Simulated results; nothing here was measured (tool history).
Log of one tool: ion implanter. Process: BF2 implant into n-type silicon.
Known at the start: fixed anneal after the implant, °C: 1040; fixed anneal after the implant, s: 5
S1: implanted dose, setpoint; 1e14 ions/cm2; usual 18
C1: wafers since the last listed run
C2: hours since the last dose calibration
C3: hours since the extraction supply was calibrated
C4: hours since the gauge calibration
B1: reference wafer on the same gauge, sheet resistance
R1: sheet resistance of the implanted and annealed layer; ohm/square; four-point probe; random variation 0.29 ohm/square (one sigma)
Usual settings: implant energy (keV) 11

Run 1, hour 0: usual settings; C1 0; C2 1855.6; C3 4706; C4 242.7; B1 228.53. Result: R1 192.15 ohm/square.
Run 2, hour 13: usual settings but S1 15.79 1e14 ions/cm2, implant energy (keV) 14; C1 224; C2 1868.6; C3 4719; C4 255.7; B1 228.49. Result: R1 177.34 ohm/square.
Run 3, hour 25.8: usual settings but S1 15.79 1e14 ions/cm2, implant energy (keV) 14; C1 221; C2 1881.4; C3 4731.8; C4 268.5; B1 228.45. Result: R1 177.32 ohm/square.
Run 4, hour 57.3: usual settings but implant energy (keV) 8.5; C1 544; C2 1912.9; C3 4763.3; C4 300; B1 228.39. Result: R1 210.91 ohm/square.
Run 5, hour 67.4: usual settings but implant energy (keV) 8.5; C1 174; C2 1923; C3 4773.4; C4 310.1; B1 228.46. Result: R1 211.14 ohm/square.
Run 6, hour 82.2: usual settings but implant energy (keV) 8.5; C1 255; C2 1937.8; C3 4788.2; C4 324.9; B1 228.33. Result: R1 210.62 ohm/square.
Run 7, hour 100.8: usual settings; C1 321; C2 1956.4; C3 4806.8; C4 343.5; B1 228.43. Result: R1 191.96 ohm/square.
Run 8, hour 108.8: usual settings; C1 138; C2 1964.4; C3 4814.8; C4 351.5; B1 228.31. Result: R1 191.35 ohm/square.
Run 9, hour 118.9: usual settings; C1 174; C2 1974.5; C3 4824.9; C4 361.6; B1 228.35. Result: R1 191.57 ohm/square.
Run 10, hour 133.5: usual settings but implant energy (keV) 9.5; C1 252; C2 1989.1; C3 4839.5; C4 376.2; B1 228.38. Result: R1 202.34 ohm/square.
Run 11, hour 143.4: usual settings; C1 171; C2 1999; C3 4849.4; C4 386.1; B1 228.28. Result: R1 191.98 ohm/square.
At hour 148.2: gauge calibrated.
Run 12, hour 156: usual settings; C1 217; C2 2011.6; C3 4862; C4 7.8; B1 230.69. Result: R1 193.73 ohm/square.
Run 13, hour 164.3: usual settings; C1 143; C2 2019.9; C3 4870.3; C4 16.1; B1 230.54. Result: R1 193.57 ohm/square.
At hour 186.4: extraction supply calibrated.
Run 14, hour 187.7: usual settings; C1 266; C2 2043.3; C3 1.3; C4 39.5; B1 230.07. Result: R1 193.64 ohm/square.
Run 15, hour 193.9: usual settings but implant energy (keV) 13.5; C1 107; C2 2049.5; C3 7.5; C4 45.7; B1 230.1. Result: R1 177.56 ohm/square.
Run 16, hour 209.6: usual settings but implant energy (keV) 7.5; C1 271; C2 2065.2; C3 23.2; C4 61.4; B1 229.76. Result: R1 220.97 ohm/square.
Run 17, hour 217.8: usual settings but S1 12.74 1e14 ions/cm2, implant energy (keV) 12; C1 141; C2 2073.4; C3 31.4; C4 69.6; B1 229.65. Result: R1 196.81 ohm/square.
Run 18, hour 230.1: usual settings but S1 21.51 1e14 ions/cm2, implant energy (keV) 13; C1 212; C2 2085.7; C3 43.7; C4 81.9; B1 229.5. Result: R1 177.04 ohm/square.
Run 19, hour 237.1: usual settings; C1 120; C2 2092.7; C3 50.7; C4 88.9; B1 229.44. Result: R1 192.8 ohm/square.

Forecast run 20:
At hour 247.1: Faraday cup replaced and dose calibrated.
Run 20, hour 250: usual settings but S1 14.35 1e14 ions/cm2, implant energy (keV) 13.5; C1 84; C2 2.9; C3 63.6; C4 101.8; B1 ?. Result: R1 ?.

Run 20 gave B1 229.41, R1 183.23 ohm/square.
Without the tool's hidden state the same run would have given R1 184.53 ohm/square.
